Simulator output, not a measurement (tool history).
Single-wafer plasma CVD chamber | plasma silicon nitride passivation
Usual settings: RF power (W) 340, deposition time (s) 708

| run | hour | RF power (W) | deposition time (s) | read-back reference wafer on the same gauge, thickness_nm | mean film thickness on the monitor wafer (nm) |
|---|---|---|---|---|---|
| 1 | 0.0 | 340 | 708 | 1009.946 | 1045.425 |
| 2 | 36.3 | 340 | 708 | 1010.782 | 1040.844 |
| 3 | 123.4 | 325 | 708 | 1010.568 | 1025.663 |
| 4 | 226.4 | 325 | 708 | 1009.733 | 1035.624 |
| 5 | 264.9 | 340 | 708 | 1010.258 | 1042.248 |
| 6 | 348.2 | 340 | 708 | 1009.642 | 1041.163 |
| 7 | 417.1 | 340 | 708 | 1010.439 | 1037.337 |
| 8 | 478.0 | 340 | 708 | 1009.347 | 1041.813 |
| 9 | 551.9 | 340 | 708 | 1010.227 | 1034.698 |
| 10 | 625.0 | 340 | 708 | 1010.533 | 1038.582 |
| 11 | 695.5 | 340 | 708 | 1008.839 | 1034.106 |
|  | 784.4 | showerhead replaced |
| 12 | 784.9 | 340 | 708 | 1010.595 | 1034.518 |
| 13 | 870.3 | 340 | 708 | 1010.169 | 1026.049 |
| 14 | 952.8 | 340 | 708 | 1010.017 | 1030.434 |
| 15 | 993.6 | 340 | 708 | 1009.738 | 1022.667 |
|  | 995.0 | gauge calibrated |
|  | 1071.8 | RF generator calibrated |
| 16 | 1080.7 | 290 | 708 | 1009.844 | 1010.926 |
| 17 | 1182.1 | 340 | 708 | 1009.850 | 1048.342 |
| 18 | 1241.7 | 285 | 791 | 1009.226 | 1115.140 |
| 19 | 1339.6 | 340 | 790 | 1009.975 | 1178.001 |
| 20 | 1383.8 | 340 | 778 | 1010.340 | 1155.528 |
| 21 | 1434.4 | 340 | 708 | 1010.362 | 1055.059 |
| 22 | 1522.4 | 280 | 708 | 1010.663 | 1000.363 |
| 23 | 1604.3 | 340 | 621 | 1009.451 | 923.672 |
| 24 | 1676.6 | 295 | 825 | 1010.010 | 1180.411 |
| 25 | 1727.5 | 340 | 708 | 1009.995 | 1054.214 |
| 26 | 1833.6 | 365 | 708 | 1010.967 | 1074.169 |
| 27 | 1920.8 | 340 | 760 | 1009.183 | 1133.814 |
| 28 | 2008.0 | 300 | 708 | 1010.952 | 1017.185 |
| 29 | 2058.0 | 315 | 612 | 1009.216 | 891.809 |
| 30 | 2154.5 | 340 | 816 | 1010.047 | 1210.388 |
| 31 | 2205.9 | 340 | 708 | 1010.563 | 1049.959 |
| 32 | 2275.3 | 340 | 708 | 1009.193 | 1050.081 |
| 33 | 2355.5 | 340 | 708 | 1009.877 | 1044.941 |
| 34 | 2420.1 | 360 | 845 | 1010.877 | 1274.246 |

Forecast each of these 4 alternatives for the next run:
| A | 2420.7 | 340 | 708 | ? | ? |
| B | 2420.7 | 340 | 672 | ? | ? |
| C | 2420.7 | 340 | 663 | ? | ? |
| D | 2420.7 | 340 | 586 | ? | ? |

| run | read-back reference wafer on the same gauge, thickness_nm | mean film thickness on the monitor wafer (nm) |
|---|---|---|
| A | 1009.380 | 1052.991 |
| B | 1009.380 | 999.449 |
| C | 1009.380 | 986.063 |
| D | 1009.380 | 871.543 |
Without the tool's hidden state the same runs would have given:
| run | mean film thickness on the monitor wafer (nm) |
|---|---|
| A | 1063.724 |
| B | 1009.636 |
| C | 996.115 |
| D | 880.427 |
